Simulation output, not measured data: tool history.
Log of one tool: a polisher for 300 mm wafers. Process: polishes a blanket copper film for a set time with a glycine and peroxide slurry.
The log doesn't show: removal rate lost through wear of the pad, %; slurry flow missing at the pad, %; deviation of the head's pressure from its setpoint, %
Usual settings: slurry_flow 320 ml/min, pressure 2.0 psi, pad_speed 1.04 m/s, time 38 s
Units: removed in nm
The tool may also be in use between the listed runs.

run    hour  slurry_flow  pressure  pad_speed  time  wafers since the last listed run  wafers polished on this pad  hours since the slurry nozzle was cleaned  hours since the head pressure was calibrated  incoming thickness of the incoming film, nm  removed
  1     0.0          320       2.0       1.04    38                                 0                         1288                                      229.3                                         269.2                                       1119.4    159.6
  2    79.7          405       2.0       1.04    38                               554                         1842                                      309.0                                         348.9                                       1099.7    163.5
  3   299.9          405       2.0       1.04    38                              1530                         3373                                      529.2                                         569.1                                       1104.2    163.8
  4   357.4          405       2.0       1.04    38                               399                         3773                                      586.7                                         626.6                                       1088.5    164.1
  5   455.3          320       2.0       1.04    33                               680                         4453                                      684.6                                         724.5                                       1096.5    139.5
  6   522.5          320       2.0       1.04    33                               467                         4920                                      751.8                                         791.7                                       1114.4    137.9
      531.3  -- slurry nozzle cleaned
      608.2  -- worn pad replaced by a new one
  7   628.9          320       2.0       1.04    33                               704                          143                                       97.6                                         898.1                                       1106.7    143.3
      684.7  -- head pressure recalibrated
  8   687.4          285       2.0       1.04    38                               392                          536                                      156.1                                           2.7                                       1091.0    150.6
  9   744.5          285       2.0       1.04    38                               396                          933                                      213.2                                          59.8                                       1086.9    153.6
 10   845.8          285       2.0       1.04    38                               704                         1637                                      314.5                                         161.1                                       1095.4    156.6
 11   909.9          320       1.8       1.04    38                               445                         2082                                      378.6                                         225.2                                       1112.1    146.0
 12   993.6          320       1.8       1.04    38                               581                         2664                                      462.3                                         308.9                                       1114.4    147.4
 13  1099.4          320       1.8       1.04    38                               735                         3400                                      568.1                                         414.7                                       1079.9    148.2
 14  1173.0          360       2.4       1.04    38                               511                         3911                                      641.7                                         488.3                                       1113.0    188.5
 15  1215.9          320       2.0       0.84    30                               298                         4209                                      684.6                                         531.2                                       1094.1    107.6
 16  1316.6          320       2.0       1.32    38                               699                         4909                                      785.3                                         631.9                                       1104.1    194.4
 17  1356.8          235       1.4       1.30    46                               279                         5189                                      825.5                                         672.1                                       1115.0    171.4
     1403.7  -- worn pad replaced by a new one
     1434.0  -- slurry nozzle cleaned
 18  1449.0          420       1.7       0.94    38                               606                          307                                       15.0                                         764.3                                       1114.3    137.0
 19  1510.2          320       2.0       1.04    38                               425                          733                                       76.2                                         825.5                                       1103.2    165.5

Forecast run 20:
 20  1566.9          320       2.0       1.04    38                               394                         1127                                      132.9                                         882.2                                       1091.3        ?

removed: 164.5 nm
Without the tool's hidden state the same run would have given removed 151.2 nm.
